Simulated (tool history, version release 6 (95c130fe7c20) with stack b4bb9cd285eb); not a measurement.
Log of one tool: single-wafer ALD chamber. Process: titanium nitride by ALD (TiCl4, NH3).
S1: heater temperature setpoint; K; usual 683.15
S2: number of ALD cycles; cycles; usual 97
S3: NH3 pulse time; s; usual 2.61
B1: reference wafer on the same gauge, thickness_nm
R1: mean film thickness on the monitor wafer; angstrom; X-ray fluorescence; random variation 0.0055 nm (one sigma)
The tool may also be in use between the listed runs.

{"run": 1, "day": 0.0, "S1": 683.15, "S2": 112, "S3": 2.61, "B1": 2.461, "R1": 25.23}
{"run": 2, "day": 2.858, "S1": 683.15, "S2": 97, "S3": 2.61, "B1": 2.462, "R1": 21.85}
{"run": 3, "day": 6.2, "S1": 683.15, "S2": 97, "S3": 2.61, "B1": 2.457, "R1": 21.8}
{"run": 4, "day": 9.167, "S1": 683.15, "S2": 97, "S3": 2.35, "B1": 2.455, "R1": 21.79}
{"run": 5, "day": 11.929, "S1": 683.15, "S2": 97, "S3": 2.35, "B1": 2.451, "R1": 21.6}
{"run": 6, "day": 14.025, "S1": 683.15, "S2": 97, "S3": 2.35, "B1": 2.451, "R1": 21.68}
{"run": 7, "day": 16.733, "S1": 683.15, "S2": 97, "S3": 2.61, "B1": 2.449, "R1": 21.71}
{"run": 8, "day": 19.962, "S1": 683.15, "S2": 97, "S3": 2.61, "B1": 2.473, "R1": 21.95}
{"run": 9, "day": 27.875, "S1": 675.15, "S2": 114, "S3": 2.95, "B1": 2.469, "R1": 25.88}
{"run": 10, "day": 30.542, "S1": 670.15, "S2": 86, "S3": 3.3, "B1": 2.469, "R1": 19.47}
{"run": 11, "day": 34.967, "S1": 691.15, "S2": 111, "S3": 3.51, "B1": 2.467, "R1": 25.36}
{"run": 12, "day": 38.7, "S1": 676.15, "S2": 116, "S3": 3.02, "B1": 2.465, "R1": 26.32}
{"run": 13, "day": 41.879, "S1": 696.15, "S2": 97, "S3": 2.94, "B1": 2.463, "R1": 22.1}
{"run": 14, "day": 44.008, "S1": 675.15, "S2": 112, "S3": 1.71, "B1": 2.464, "R1": 24.53}
{"run": 15, "day": 45.917, "S1": 683.15, "S2": 92, "S3": 2.31, "B1": 2.462, "R1": 20.65}

Taken out of this log: 3 entries between the listed runs. Where each belongs, and how the hidden state differs across it:
Between runs 7 and 8: showerhead replaced (day 17.654); gauge calibrated (day 19.779)
  gauge reads high (%): -0.9 -> -0.0211
  measured less the result without the state, R1: -0.20 -> -0.01 angstrom
Between runs 9 and 10: thermocouple changed; heater temperature recalibrated (day 28.821)
  gauge reads high (%): -0.0533 -> -0.078
  measured less the result without the state, R1: -0.02 -> -0.02 angstrom

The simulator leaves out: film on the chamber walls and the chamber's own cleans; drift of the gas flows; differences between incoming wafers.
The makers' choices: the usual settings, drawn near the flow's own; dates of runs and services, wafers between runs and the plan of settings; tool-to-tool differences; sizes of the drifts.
